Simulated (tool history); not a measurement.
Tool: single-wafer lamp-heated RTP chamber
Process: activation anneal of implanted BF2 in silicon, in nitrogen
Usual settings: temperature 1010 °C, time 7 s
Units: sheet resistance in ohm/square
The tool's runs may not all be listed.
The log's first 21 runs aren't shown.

run	hour	temperature	time	read-back reference wafer on the same gauge, sheet resistance	sheet resistance
22	727.6	1036	5	347.77	266.81
# hour 755.2: pyrometer window cleaned and pyrometer calibrated
23	755.7	1030	3	347.42	281.8
24	775.1	1010	7	347.96	283.12
# hour 801.3: reflector plate cleaned
25	801.8	1002	3	348.46	310.31
26	813.2	981	7	348.05	319.68
27	830.6	1010	7	347.9	288.21
28	858.9	992	4	348.63	315.9
29	898.1	990	7	347.44	302.89
30	918.6	1010	11	348.09	278.21
31	948.4	1037	11	348.31	261.06
32	970.9	1010	7	348.23	284
33	991.1	1035	3	347.68	278.07
34	1014.5	1040	8	348.05	261.53
35	1048.2	1035	10	348.62	261.16
36	1067.1	1037	11	347.77	258.72
37	1098.2	1029	11	347.92	259.05
38	1129.3	1010	7	348.59	277.69

3 ways to go on from here, each from the tool as it stands after run 38. What would each give?
A	1129.7	1010	9	?	?
B	1129.7	989	3	?	?
C	1129.7	1026	10	?	?

run	read-back reference wafer on the same gauge, sheet resistance	sheet resistance
A	348.17	274.47
B	348.17	306.68
C	348.17	263.64
Without the tool's hidden state the same runs would have given:
run	sheet resistance
A	286.91
B	328.09
C	274.84

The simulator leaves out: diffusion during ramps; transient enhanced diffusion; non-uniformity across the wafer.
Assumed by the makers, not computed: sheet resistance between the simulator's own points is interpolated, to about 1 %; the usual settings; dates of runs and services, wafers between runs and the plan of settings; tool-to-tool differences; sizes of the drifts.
